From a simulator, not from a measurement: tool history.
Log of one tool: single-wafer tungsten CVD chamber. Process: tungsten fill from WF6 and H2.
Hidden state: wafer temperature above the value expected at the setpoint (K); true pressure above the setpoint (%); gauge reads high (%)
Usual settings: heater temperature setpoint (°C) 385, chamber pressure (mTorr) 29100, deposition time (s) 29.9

| run | hour | heater temperature setpoint (°C) | chamber pressure (mTorr) | deposition time (s) | wafers since the last listed run | hours since the last thermocouple change | hours since the last manometer calibration | hours since the showerhead was replaced | hours since the gauge calibration | read-back reference wafer on the same gauge, thickness_nm | mean film thickness on the monitor wafer (angstrom) |
|---|---|---|---|---|---|---|---|---|---|---|---|
| 1 | 0.0 | 385 | 25000 | 29.9 | 0 | 1363.7 | 2029.7 | 3169.4 | 209.3 | 59.755 | 522.39 |
| 2 | 22.5 | 385 | 25000 | 29.9 | 666 | 1386.2 | 2052.2 | 3191.9 | 231.8 | 59.763 | 527.21 |
| 3 | 36.6 | 385 | 29100 | 29.9 | 417 | 1400.3 | 2066.3 | 3206.0 | 245.9 | 59.774 | 564.72 |
| 4 | 64.3 | 376 | 29100 | 29.9 | 820 | 1428.0 | 2094.0 | 3233.7 | 273.6 | 59.849 | 454.04 |
| 5 | 80.2 | 376 | 29100 | 29.9 | 471 | 1443.9 | 2109.9 | 3249.6 | 289.5 | 59.805 | 459.22 |
| 6 | 113.5 | 385 | 29100 | 29.9 | 986 | 1477.2 | 2143.2 | 3282.9 | 322.8 | 59.738 | 567.87 |
| 7 | 142.6 | 385 | 29100 | 29.9 | 862 | 1506.3 | 2172.3 | 3312.0 | 351.9 | 59.769 | 565.45 |
|  | 147.7 | gauge calibrated |
|  | 161.3 | capacitance manometer re-zeroed and calibrated |
| 8 | 169.1 | 392 | 29100 | 29.9 | 548 | 1532.8 | 7.8 | 3338.5 | 21.4 | 59.789 | 666.61 |
| 9 | 198.6 | 392 | 29100 | 29.9 | 874 | 1562.3 | 37.3 | 3368.0 | 50.9 | 59.797 | 663.37 |
| 10 | 212.4 | 392 | 29100 | 29.9 | 408 | 1576.1 | 51.1 | 3381.8 | 64.7 | 59.698 | 658.01 |
| 11 | 236.4 | 385 | 29100 | 29.9 | 711 | 1600.1 | 75.1 | 3405.8 | 88.7 | 59.764 | 563.67 |
| 12 | 264.4 | 374 | 29100 | 32.9 | 829 | 1628.1 | 103.1 | 3433.8 | 116.7 | 59.763 | 475.19 |
|  | 288.1 | thermocouple changed; heater temperature recalibrated |
| 13 | 288.6 | 396 | 32800 | 27.2 | 480 | 0.5 | 127.3 | 3458.0 | 140.9 | 59.803 | 812.69 |
|  | 304.7 | showerhead replaced |
| 14 | 306.8 | 379 | 29100 | 24.0 | 302 | 18.7 | 145.5 | 2.1 | 159.1 | 59.798 | 457.74 |
| 15 | 339.2 | 385 | 25800 | 29.9 | 960 | 51.1 | 177.9 | 34.5 | 191.5 | 59.849 | 619.39 |
| 16 | 363.8 | 385 | 29100 | 29.9 | 728 | 75.7 | 202.5 | 59.1 | 216.1 | 59.799 | 648.93 |

Forecast run 17:
| 17 | 392.0 | 373 | 27000 | 28.1 | 835 | 103.9 | 230.7 | 87.3 | 244.3 | ? | ? |

Run 17 gave read-back reference wafer on the same gauge, thickness_nm 59.689, mean film thickness on the monitor wafer (angstrom) 443.71.
Without the tool's hidden state the same run would have given mean film thickness on the monitor wafer (angstrom) 451.16.

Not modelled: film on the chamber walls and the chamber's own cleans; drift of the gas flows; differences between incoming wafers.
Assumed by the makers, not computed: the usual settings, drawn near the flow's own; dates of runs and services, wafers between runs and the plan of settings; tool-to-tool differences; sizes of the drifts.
